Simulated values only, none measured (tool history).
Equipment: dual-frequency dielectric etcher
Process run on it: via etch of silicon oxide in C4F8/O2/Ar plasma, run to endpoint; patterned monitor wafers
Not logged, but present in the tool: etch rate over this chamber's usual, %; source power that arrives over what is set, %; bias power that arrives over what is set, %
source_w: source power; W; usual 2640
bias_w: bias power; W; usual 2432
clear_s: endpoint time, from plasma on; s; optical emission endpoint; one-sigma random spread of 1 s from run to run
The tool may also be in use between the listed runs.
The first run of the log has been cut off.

run     day  source_w  bias_w  wafers since the last listed run  hours since the last wet clean  hours since the last source power generator calibration  hours since the last bias power generator calibration  hours since the last upper electrode change  incoming incoming film thickness, nm  clear_s
  2   0.446      3050    2006                                50                           210.5                                                   3786.1                                                 3373.5                                         2735                                1999.9    345.4
      1.467  -- upper electrode replaced
  3   1.488      2640    2432                                 4                           235.5                                                   3811.1                                                 3398.5                                          0.5                                1987.1    333.1
  4   2.308      2640    2432                                93                           255.2                                                   3830.8                                                 3418.2                                         20.2                                2001.4    337.1
  5   2.579      2640    2432                                30                           261.7                                                   3837.3                                                 3424.7                                         26.7                                2002.8      337
  6   3.121      3000    2432                                61                           274.7                                                   3850.3                                                 3437.7                                         39.7                                1994.1      322
  7   3.392      2640    2564                                30                           281.2                                                   3856.8                                                 3444.2                                         46.2                                2022.4    332.7
  8   4.112      2640    2432                                81                           298.5                                                   3874.1                                                 3461.5                                         63.5                                2013.9    338.6
  9    4.45      2640    2432                                38                           306.6                                                   3882.2                                                 3469.6                                         71.6                                1996.3    336.3
 10     4.8      2640    2569                                39                             315                                                   3890.6                                                   3478                                           80                                2003.6    329.8
 11   5.267      2640    2432                                52                           326.2                                                   3901.8                                                 3489.2                                         91.2                                1997.7    335.3
      7.158  -- bias power generator calibrated
      8.304  -- wet clean of the chamber
 12   8.325      2440    1845                               214                             0.5                                                   3975.2                                                     28                                        164.6                                1989.2    377.6
 13   8.342      2640    2861                                 1                             0.9                                                   3975.6                                                   28.4                                          165                                2007.8    314.6
 14   8.392      2640    2432                                 5                             2.1                                                   3976.8                                                   29.6                                        166.2                                  1997    332.8
 15    8.85      2370    2876                                52                            13.1                                                   3987.8                                                   40.6                                        177.2                                2011.1    320.8
 16   9.158      2860    2116                                35                            20.5                                                   3995.2                                                     48                                        184.6                                  1998    343.3
 17   9.638      3250    2087                                54                              32                                                   4006.7                                                   59.5                                        196.1                                1991.3    332.2
 18  10.054      2320    1889                                47                              42                                                   4016.7                                                   69.5                                        206.1                                2006.3    386.5
     10.542  -- source power generator calibrated
 19  10.562      2140    2200                                38                            54.2                                                      0.5                                                   81.7                                        218.3                                2008.4    372.6
 20  11.088      2250    1850                                59                            66.8                                                     13.1                                                   94.3                                        230.9                                2011.3    394.1
 21  11.846      2990    2161                                86                              85                                                     31.3                                                  112.5                                        249.1                                1999.1    335.7
 22  12.179      2420    2432                                37                              93                                                     39.3                                                  120.5                                        257.1                                2001.9    341.6
 23  12.921      2060    2432                                84                           110.8                                                     57.1                                                  138.3                                        274.9                                2032.1    365.4
 24   13.35      2640    2869                                48                           121.1                                                     67.4                                                  148.6                                        285.2                                2014.1    314.1
 25  13.658      2640    2031                                35                           128.5                                                     74.8                                                    156                                        292.6                                2007.4    361.6

Run 26 is up next; what results do you expect?
 26  14.067      2640    2432                                46                           138.3                                                     84.6                                                  165.8                                        302.4                                2000.3        ?

clear_s: 334.1 s
The same run, on a tool lacking any hidden state, would have yielded clear_s 332.6 s.
